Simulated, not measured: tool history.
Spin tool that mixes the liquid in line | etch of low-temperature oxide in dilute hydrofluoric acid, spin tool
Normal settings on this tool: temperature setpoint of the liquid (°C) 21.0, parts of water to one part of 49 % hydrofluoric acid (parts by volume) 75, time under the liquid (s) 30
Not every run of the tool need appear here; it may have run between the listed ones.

| run | day | temperature setpoint of the liquid (°C) | parts of water to one part of 49 % hydrofluoric acid (parts by volume) | time under the liquid (s) | read-back film thickness of the low-temperature oxide reference wafer, read on the same gauge (nm) | thickness taken off the low-temperature oxide on a monitor wafer (nm) |
|---|---|---|---|---|---|---|
| 1 | 0.000 | 21.0 | 75 | 30 | 122.26 | 6.87 |
| 2 | 1.750 | 21.0 | 75 | 30 | 122.12 | 6.92 |
| 3 | 4.846 | 21.0 | 75 | 30 | 121.83 | 6.90 |
| 4 | 7.075 | 21.0 | 75 | 30 | 121.63 | 6.86 |
| 5 | 10.583 | 21.0 | 75 | 30 | 121.31 | 6.99 |
|  | 11.404 | gauge calibrated |
| 6 | 14.804 | 21.0 | 75 | 30 | 129.79 | 7.34 |
| 7 | 17.233 | 21.0 | 75 | 30 | 129.60 | 7.28 |
| 8 | 19.821 | 21.0 | 75 | 30 | 129.33 | 7.24 |
| 9 | 23.092 | 17.0 | 85 | 15 | 129.05 | 2.66 |
| 10 | 25.754 | 23.0 | 45 | 30 | 128.81 | 13.84 |
| 11 | 28.446 | 21.0 | 75 | 30 | 128.56 | 7.24 |
| 12 | 30.188 | 24.0 | 60 | 45 | 128.44 | 15.84 |
|  | 33.450 | hydrofluoric acid flow meter replaced |
| 13 | 34.667 | 18.0 | 105 | 40 | 128.01 | 5.84 |
| 14 | 36.654 | 25.5 | 75 | 30 | 127.84 | 8.67 |
| 15 | 38.242 | 21.0 | 75 | 15 | 127.70 | 3.63 |
|  | 38.562 | thermometer replaced |
| 16 | 42.567 | 19.0 | 115 | 45 | 127.30 | 6.20 |
| 17 | 44.996 | 18.0 | 75 | 30 | 127.09 | 6.34 |
| 18 | 48.954 | 19.5 | 45 | 40 | 126.73 | 15.34 |
| 19 | 51.504 | 21.0 | 35 | 30 | 126.52 | 16.08 |
| 20 | 54.458 | 21.0 | 75 | 30 | 126.24 | 7.15 |
| 21 | 58.475 | 21.0 | 75 | 30 | 125.89 | 7.04 |
| 22 | 61.167 | 17.0 | 75 | 40 | 125.64 | 8.10 |
| 23 | 63.025 | 21.0 | 75 | 30 | 125.50 | 7.15 |
| 24 | 66.150 | 25.0 | 95 | 20 | 125.21 | 4.29 |
| 25 | 69.379 | 18.5 | 55 | 30 | 124.90 | 8.89 |
| 26 | 76.483 | 21.0 | 75 | 30 | 124.25 | 7.08 |
| 27 | 80.042 | 17.0 | 60 | 20 | 123.97 | 4.95 |
| 28 | 82.225 | 18.0 | 45 | 15 | 123.75 | 5.35 |
| 29 | 85.288 | 21.0 | 75 | 50 | 123.45 | 11.71 |
| 30 | 87.921 | 25.0 | 75 | 30 | 123.25 | 8.25 |
| 31 | 92.288 | 21.0 | 75 | 30 | 122.85 | 6.89 |
| 32 | 94.933 | 21.0 | 75 | 30 | 122.62 | 6.92 |
| 33 | 100.421 | 21.0 | 75 | 30 | 122.13 | 6.94 |

How would selected steps in thickness taken off the low-temperature oxide on a monitor wafer (nm) from run to run divide? Give the signed amount a tool lacking its hidden state would still show from settings, what came in and random variation, and the signed amount left for the hidden state, including any gauge scatter that is not in both of the compared results.
Hidden conditions of the tool in this case: liquid colder than its thermometer reads (K); hydrofluoric acid flow above the setpoint (%); gauge reads high (%).
Run 5 -> 6: gauge calibrated. thickness taken off the low-temperature oxide on a monitor wafer (nm) +0.35: hidden state +0.49, all else -0.14.
Run 9 -> 10: temperature setpoint of the liquid (°C) 17.0 -> 23.0, parts of water to one part of 49 % hydrofluoric acid (parts by volume) 85 -> 45, time under the liquid (s) 15 -> 30. thickness taken off the low-temperature oxide on a monitor wafer (nm) +11.18: hidden state -0.11, all else +11.29.
Run 12 -> 13: temperature setpoint of the liquid (°C) 24.0 -> 18.0, parts of water to one part of 49 % hydrofluoric acid (parts by volume) 60 -> 105, time under the liquid (s) 45 -> 40, hydrofluoric acid flow meter replaced. thickness taken off the low-temperature oxide on a monitor wafer (nm) -10.00: hidden state +0.10, all else -10.10.
Run 17 -> 18: temperature setpoint of the liquid (°C) 18.0 -> 19.5, parts of water to one part of 49 % hydrofluoric acid (parts by volume) 75 -> 45, time under the liquid (s) 30 -> 40. thickness taken off the low-temperature oxide on a monitor wafer (nm) +9.00: hidden state -0.26, all else +9.26.
Run 28 -> 29: temperature setpoint of the liquid (°C) 18.0 -> 21.0, parts of water to one part of 49 % hydrofluoric acid (parts by volume) 45 -> 75, time under the liquid (s) 15 -> 50. thickness taken off the low-temperature oxide on a monitor wafer (nm) +6.36: hidden state -0.35, all else +6.71.
